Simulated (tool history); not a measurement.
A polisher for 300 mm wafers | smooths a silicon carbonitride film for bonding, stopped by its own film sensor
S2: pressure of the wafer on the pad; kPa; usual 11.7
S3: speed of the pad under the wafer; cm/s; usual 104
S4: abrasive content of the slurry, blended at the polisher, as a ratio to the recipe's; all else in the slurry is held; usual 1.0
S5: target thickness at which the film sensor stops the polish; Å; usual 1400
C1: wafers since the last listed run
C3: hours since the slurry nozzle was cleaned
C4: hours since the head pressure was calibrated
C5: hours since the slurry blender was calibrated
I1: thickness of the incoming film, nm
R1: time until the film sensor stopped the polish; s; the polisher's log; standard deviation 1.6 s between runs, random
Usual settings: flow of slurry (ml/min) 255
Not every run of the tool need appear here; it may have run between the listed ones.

Run 1, hour 0.0: usual settings; C1 0; wafers polished on this pad 834; C3 388.1; C4 586.7; C5 143.4; I1 161.7. Result: R1 132.9 s.
Run 2, hour 18.9: usual settings; C1 219; wafers polished on this pad 1054; C3 407.0; C4 605.6; C5 162.3; I1 158.8. Result: R1 117.9 s.
At hour 37.8: worn pad replaced by a new one.
Run 3, hour 52.8: usual settings; C1 346; wafers polished on this pad 173; C3 440.9; C4 639.5; C5 196.2; I1 163.0. Result: R1 130.0 s.
Run 4, hour 80.1: usual settings but S4 1.1; C1 316; wafers polished on this pad 490; C3 468.2; C4 666.8; C5 223.5; I1 160.9. Result: R1 118.6 s.
Run 5, hour 96.5: usual settings; C1 190; wafers polished on this pad 680; C3 484.6; C4 683.2; C5 239.9; I1 160.2. Result: R1 124.6 s.
At hour 100.2: slurry blender recalibrated.
Run 6, hour 114.3: usual settings; C1 183; wafers polished on this pad 863; C3 502.4; C4 701.0; C5 14.1; I1 159.4. Result: R1 117.0 s.
Run 7, hour 126.4: usual settings; C1 140; wafers polished on this pad 1003; C3 514.5; C4 713.1; C5 26.2; I1 156.6. Result: R1 102.6 s.
At hour 141.6: worn pad replaced by a new one.
Run 8, hour 143.5: usual settings but S4 0.9; C1 151; wafers polished on this pad 22; C3 531.6; C4 730.2; C5 43.3; I1 158.5. Result: R1 112.1 s.
At hour 146.5: head pressure recalibrated.
Run 9, hour 167.9: usual settings but S4 0.9; C1 259; wafers polished on this pad 281; C3 556.0; C4 21.4; C5 67.7; I1 162.3. Result: R1 122.1 s.
At hour 188.0: slurry nozzle cleaned.
Run 10, hour 193.1: usual settings but S2 14.5 kPa; C1 280; wafers polished on this pad 562; C3 5.1; C4 46.6; C5 92.9; I1 161.1. Result: R1 92.2 s.
Run 11, hour 212.4: usual settings; C1 223; wafers polished on this pad 786; C3 24.4; C4 65.9; C5 112.2; I1 158.6. Result: R1 100.2 s.
Run 12, hour 235.3: usual settings but flow of slurry (ml/min) 180, S2 13.8 kPa, S4 0.7, S5 1460 Å; C1 265; wafers polished on this pad 1051; C3 47.3; C4 88.8; C5 135.1; I1 158.8. Result: R1 77.3 s.
At hour 241.2: worn pad replaced by a new one.
Run 13, hour 256.6: usual settings but S2 15.2 kPa, S5 1420 Å; C1 200; wafers polished on this pad 178; C3 68.6; C4 110.1; C5 156.4; I1 163.1. Result: R1 88.5 s.
Run 14, hour 273.6: usual settings; C1 197; wafers polished on this pad 375; C3 85.6; C4 127.1; C5 173.4; I1 160.7. Result: R1 112.5 s.
At hour 281.4: slurry blender recalibrated.
Run 15, hour 289.5: usual settings but S2 13.1 kPa, S5 1340 Å; C1 161; wafers polished on this pad 536; C3 101.5; C4 143.0; C5 8.1; I1 158.3. Result: R1 122.6 s.
Run 16, hour 322.8: usual settings but S2 14.5 kPa; C1 386; wafers polished on this pad 922; C3 134.8; C4 176.3; C5 41.4; I1 158.4. Result: R1 86.7 s.
Run 17, hour 352.5: usual settings but S3 114 cm/s; C1 344; wafers polished on this pad 1267; C3 164.5; C4 206.0; C5 71.1; I1 159.8. Result: R1 113.4 s.
At hour 364.7: worn pad replaced by a new one.
Run 18, hour 380.0: usual settings; C1 272; wafers polished on this pad 177; C3 192.0; C4 233.5; C5 98.6; I1 160.0. Result: R1 107.2 s.
Run 19, hour 400.6: usual settings but flow of slurry (ml/min) 335, S3 84 cm/s, S5 1460 Å; C1 238; wafers polished on this pad 416; C3 212.6; C4 254.1; C5 119.2; I1 160.3. Result: R1 86.9 s.
Run 20, hour 428.4: usual settings but flow of slurry (ml/min) 215; C1 322; wafers polished on this pad 739; C3 240.4; C4 281.9; C5 147.0; I1 160.8. Result: R1 119.0 s.
At hour 460.8: worn pad replaced by a new one.
Run 21, hour 463.3: usual settings but flow of slurry (ml/min) 185, S2 9.7 kPa, S5 1460 Å; C1 358; wafers polished on this pad 28; C3 275.3; C4 316.8; C5 181.9; I1 159.6. Result: R1 93.4 s.

For each run, the measured value with the value that run would have given without the tool's hidden condition subtracted. The run-to-run variation is shared by both, the gauge scatter possibly not:
Hidden state present: removal rate lost through wear of the pad, %; slurry flow missing at the pad, %; deviation of the head's pressure from its setpoint, %; abrasive missing from the slurry, %.
run     R1
  1  +20.4
  2  +21.1
  3  +16.3
  4  +16.8
  5  +19.5
  6  +20.7
  7  +19.8
  8  +15.1
  9   +2.8
 10   +3.9
 11   +6.5
 12   +7.6
 13   +4.5
 14   +6.8
 15   +9.0
 16   +9.8
 17  +18.4
 18   +6.1
 19   +5.9
 20  +11.2
 21   +6.8

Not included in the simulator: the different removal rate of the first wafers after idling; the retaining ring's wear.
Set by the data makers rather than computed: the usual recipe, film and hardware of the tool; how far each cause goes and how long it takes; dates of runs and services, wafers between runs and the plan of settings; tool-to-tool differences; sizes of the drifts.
